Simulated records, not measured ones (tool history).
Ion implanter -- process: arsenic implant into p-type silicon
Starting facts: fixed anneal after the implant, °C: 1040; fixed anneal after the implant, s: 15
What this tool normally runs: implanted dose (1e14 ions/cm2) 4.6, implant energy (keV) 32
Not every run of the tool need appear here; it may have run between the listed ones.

run     day  implanted dose (1e14 ions/cm2)  implant energy (keV)  read-back reference wafer on the same gauge, sheet resistance  sheet resistance of the implanted and annealed layer (ohm/square)
  1       0                             4.6                    28                                                         178.08                                                             197.28
  2   1.288                             4.6                    28                                                         178.05                                                             198.58
  3   2.525                             4.6                    28                                                         178.12                                                             197.52
  4   4.108                             4.6                  39.5                                                         178.29                                                             187.84
  5   5.562                             4.6                  39.5                                                         177.98                                                              188.1
  6   7.621                             4.6                    32                                                         178.12                                                             193.58
  7  10.267                             4.6                    32                                                         178.24                                                             192.55
  8  11.317                            3.97                    32                                                         178.12                                                             216.66
  9  13.679                             4.6                    32                                                            178                                                             192.77
 10  15.038                             4.6                    32                                                          178.2                                                             194.37
 11  17.371                            3.59                    32                                                         178.08                                                             234.05
 12   19.15                             4.6                  39.5                                                         177.94                                                             187.54
 13  20.271                            5.92                    25                                                            178                                                             165.88
 14  21.612                            4.97                    32                                                         178.02                                                             181.87
     24.083  -- Faraday cup replaced and dose calibrated
     25.988  -- extraction supply calibrated
 15  28.962                            5.04                  35.5                                                         178.04                                                             190.89
     29.238  -- gauge calibrated
     29.396  -- Faraday cup replaced and dose calibrated, repeated, since the last time left the tool worse
 16  31.508                             5.8                  25.5                                                         178.09                                                              171.9
 17  34.088                             4.6                  22.5                                                         178.04                                                             207.93
 18  36.158                             4.6                    35                                                         178.25                                                             195.46
 19  38.312                             4.6                    35                                                         177.74                                                             195.54
 20  41.158                             4.6                    40                                                            178                                                             190.58

What would each run have given without the hidden state, its run-to-run variation left as it was?
Hidden state present: deviation of the true dose from the Faraday cup's reading, %; deviation of the true energy from its setpoint, %; gauge reads high (%).
run  sheet resistance of the implanted and annealed layer (ohm/square)
  1                                                              202.2
  2                                                             203.55
  3                                                             202.48
  4                                                             192.63
  5                                                             192.92
  6                                                             198.53
  7                                                              197.5
  8                                                             222.25
  9                                                             197.75
 10                                                             199.41
 11                                                             240.14
 12                                                             192.47
 13                                                             170.11
 14                                                             186.62
 15                                                             181.99
 16                                                             172.07
 17                                                             208.52
 18                                                             196.29
 19                                                             196.63
 20                                                             191.95

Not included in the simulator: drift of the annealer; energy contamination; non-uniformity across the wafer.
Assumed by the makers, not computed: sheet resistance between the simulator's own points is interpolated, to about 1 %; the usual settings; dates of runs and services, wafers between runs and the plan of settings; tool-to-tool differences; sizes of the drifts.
